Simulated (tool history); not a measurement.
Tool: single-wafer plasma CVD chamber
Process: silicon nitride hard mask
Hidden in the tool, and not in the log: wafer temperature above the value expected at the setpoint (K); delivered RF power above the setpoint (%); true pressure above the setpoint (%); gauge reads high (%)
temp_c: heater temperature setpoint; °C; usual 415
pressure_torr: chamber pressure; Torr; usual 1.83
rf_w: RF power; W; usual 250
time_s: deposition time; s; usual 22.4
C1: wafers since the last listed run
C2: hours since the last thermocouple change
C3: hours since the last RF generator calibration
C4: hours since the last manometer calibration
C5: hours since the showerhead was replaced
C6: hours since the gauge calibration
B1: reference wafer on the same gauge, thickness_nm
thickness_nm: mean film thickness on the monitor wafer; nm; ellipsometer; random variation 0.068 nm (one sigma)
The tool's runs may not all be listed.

run 1 hour=0 | temp_c=415 pressure_torr=1.83 rf_w=250 time_s=22.4 | C1=0 C2=1854.6 C3=0.5 C4=1086.8 C5=3858.3 C6=1355.8 | B1=19.501 | thickness_nm=23.24
-- hour=38.1 gauge calibrated
run 2 hour=43.8 | temp_c=424 pressure_torr=1.68 rf_w=250 time_s=22.4 | C1=989 C2=1898.4 C3=44.3 C4=1130.6 C5=3902.1 C6=5.7 | B1=19.5 | thickness_nm=22.675
run 3 hour=74.1 | temp_c=424 pressure_torr=1.68 rf_w=250 time_s=22.4 | C1=684 C2=1928.7 C3=74.6 C4=1160.9 C5=3932.4 C6=36 | B1=19.501 | thickness_nm=22.707
run 4 hour=135 | temp_c=424 pressure_torr=1.68 rf_w=250 time_s=22.4 | C1=1375 C2=1989.6 C3=135.5 C4=1221.8 C5=3993.3 C6=96.9 | B1=19.497 | thickness_nm=22.628
run 5 hour=201.7 | temp_c=415 pressure_torr=1.83 rf_w=250 time_s=22.4 | C1=1506 C2=2056.3 C3=202.2 C4=1288.5 C5=4060 C6=163.6 | B1=19.51 | thickness_nm=23.022
run 6 hour=232.6 | temp_c=415 pressure_torr=2.24 rf_w=290 time_s=22.4 | C1=698 C2=2087.2 C3=233.1 C4=1319.4 C5=4090.9 C6=194.5 | B1=19.497 | thickness_nm=27.477
run 7 hour=287.9 | temp_c=421 pressure_torr=1.83 rf_w=250 time_s=20.7 | C1=1249 C2=2142.5 C3=288.4 C4=1374.7 C5=4146.2 C6=249.8 | B1=19.503 | thickness_nm=21.173
run 8 hour=409 | temp_c=400 pressure_torr=2.13 rf_w=235 time_s=19.6 | C1=2735 C2=2263.6 C3=409.5 C4=1495.8 C5=4267.3 C6=370.9 | B1=19.503 | thickness_nm=19.499
run 9 hour=462.4 | temp_c=415 pressure_torr=2.16 rf_w=250 time_s=20.3 | C1=1206 C2=2317 C3=462.9 C4=1549.2 C5=4320.7 C6=424.3 | B1=19.507 | thickness_nm=21.408
run 10 hour=497.2 | temp_c=415 pressure_torr=2.25 rf_w=210 time_s=24.9 | C1=786 C2=2351.8 C3=497.7 C4=1584 C5=4355.5 C6=459.1 | B1=19.491 | thickness_nm=22.02
run 11 hour=530.8 | temp_c=403 pressure_torr=2.24 rf_w=275 time_s=18.5 | C1=759 C2=2385.4 C3=531.3 C4=1617.6 C5=4389.1 C6=492.7 | B1=19.503 | thickness_nm=21.772
-- hour=648.1 capacitance manometer re-zeroed and calibrated
run 12 hour=664.2 | temp_c=415 pressure_torr=1.83 rf_w=235 time_s=20.5 | C1=2833 C2=2518.8 C3=664.7 C4=16.1 C5=4522.5 C6=626.1 | B1=19.502 | thickness_nm=19.355
run 13 hour=705 | temp_c=415 pressure_torr=1.5 rf_w=250 time_s=26.8 | C1=921 C2=2559.6 C3=705.5 C4=56.9 C5=4563.3 C6=666.9 | B1=19.503 | thickness_nm=26.045
run 14 hour=760.5 | temp_c=415 pressure_torr=1.83 rf_w=250 time_s=22.4 | C1=1253 C2=2615.1 C3=761 C4=112.4 C5=4618.8 C6=722.4 | B1=19.499 | thickness_nm=22.464
-- hour=800.8 thermocouple changed; heater temperature recalibrated
run 15 hour=821.2 | temp_c=429 pressure_torr=1.5 rf_w=250 time_s=23.7 | C1=1190 C2=20.4 C3=821.7 C4=173.1 C5=4679.5 C6=783.1 | B1=19.495 | thickness_nm=22.769
run 16 hour=941.2 | temp_c=409 pressure_torr=2.28 rf_w=270 time_s=18.6 | C1=2711 C2=140.4 C3=941.7 C4=293.1 C5=4799.5 C6=903.1 | B1=19.502 | thickness_nm=20.822
-- hour=958.9 showerhead replaced
run 17 hour=973.4 | temp_c=415 pressure_torr=1.83 rf_w=250 time_s=22.4 | C1=546 C2=172.6 C3=973.9 C4=325.3 C5=14.5 C6=935.3 | B1=19.502 | thickness_nm=22.575
run 18 hour=1027 | temp_c=411 pressure_torr=1.96 rf_w=250 time_s=22.4 | C1=1210 C2=226.2 C3=1027.5 C4=378.9 C5=68.1 C6=988.9 | B1=19.494 | thickness_nm=22.809
run 19 hour=1057.3 | temp_c=415 pressure_torr=1.67 rf_w=220 time_s=22.4 | C1=684 C2=256.5 C3=1057.8 C4=409.2 C5=98.4 C6=1019.2 | B1=19.501 | thickness_nm=19.284
run 20 hour=1100.5 | temp_c=415 pressure_torr=1.83 rf_w=285 time_s=22.4 | C1=975 C2=299.7 C3=1101 C4=452.4 C5=141.6 C6=1062.4 | B1=19.51 | thickness_nm=25.407
run 21 hour=1167.4 | temp_c=415 pressure_torr=1.83 rf_w=250 time_s=22.4 | C1=1511 C2=366.6 C3=1167.9 C4=519.3 C5=208.5 C6=1129.3 | B1=19.498 | thickness_nm=22.309
run 22 hour=1211 | temp_c=415 pressure_torr=1.83 rf_w=250 time_s=22.4 | C1=985 C2=410.2 C3=1211.5 C4=562.9 C5=252.1 C6=1172.9 | B1=19.494 | thickness_nm=22.223
run 23 hour=1268.9 | temp_c=415 pressure_torr=1.83 rf_w=250 time_s=22.4 | C1=1308 C2=468.1 C3=1269.4 C4=620.8 C5=310 C6=1230.8 | B1=19.505 | thickness_nm=22.324
run 24 hour=1306.8 | temp_c=415 pressure_torr=1.83 rf_w=250 time_s=23.8 | C1=856 C2=506 C3=1307.3 C4=658.7 C5=347.9 C6=1268.7 | B1=19.501 | thickness_nm=23.86
run 25 hour=1357.1 | temp_c=415 pressure_torr=1.83 rf_w=300 time_s=26.1 | C1=1136 C2=556.3 C3=1357.6 C4=709 C5=398.2 C6=1319 | B1=19.496 | thickness_nm=30.915
run 26 hour=1415.5 | temp_c=408 pressure_torr=2.11 rf_w=295 time_s=24.3 | C1=1319 C2=614.7 C3=1416 C4=767.4 C5=456.6 C6=1377.4 | B1=19.5 | thickness_nm=29.144
run 27 hour=1476.1 | temp_c=415 pressure_torr=1.83 rf_w=250 time_s=24.9 | C1=1369 C2=675.3 C3=1476.6 C4=828 C5=517.2 C6=1438 | B1=19.496 | thickness_nm=24.872
run 28 hour=1513.5 | temp_c=415 pressure_torr=1.83 rf_w=250 time_s=25.6 | C1=844 C2=712.7 C3=1514 C4=865.4 C5=554.6 C6=1475.4 | B1=19.506 | thickness_nm=25.612

Forecast each of these 4 alternatives for the next run:
run A hour=1513.9 | temp_c=415 pressure_torr=1.83 rf_w=250 time_s=22.4 | C1=9 C2=713.1 C3=1514.4 C4=865.8 C5=555 C6=1475.8 | B1=? | thickness_nm=?
run B hour=1513.9 | temp_c=411 pressure_torr=1.66 rf_w=250 time_s=22.4 | C1=9 C2=713.1 C3=1514.4 C4=865.8 C5=555 C6=1475.8 | B1=? | thickness_nm=?
run C hour=1513.9 | temp_c=415 pressure_torr=1.83 rf_w=205 time_s=26.2 | C1=9 C2=713.1 C3=1514.4 C4=865.8 C5=555 C6=1475.8 | B1=? | thickness_nm=?
run D hour=1513.9 | temp_c=415 pressure_torr=1.83 rf_w=290 time_s=22.4 | C1=9 C2=713.1 C3=1514.4 C4=865.8 C5=555 C6=1475.8 | B1=? | thickness_nm=?

run=A B1=19.502 thickness_nm=22.354
run=B B1=19.502 thickness_nm=21.998
run=C B1=19.502 thickness_nm=21.127
run=D B1=19.502 thickness_nm=25.682
Without the tool's hidden state the same runs would have given:
run=A thickness_nm=23.226
run=B thickness_nm=22.857
run=C thickness_nm=22.05
run=D thickness_nm=26.632

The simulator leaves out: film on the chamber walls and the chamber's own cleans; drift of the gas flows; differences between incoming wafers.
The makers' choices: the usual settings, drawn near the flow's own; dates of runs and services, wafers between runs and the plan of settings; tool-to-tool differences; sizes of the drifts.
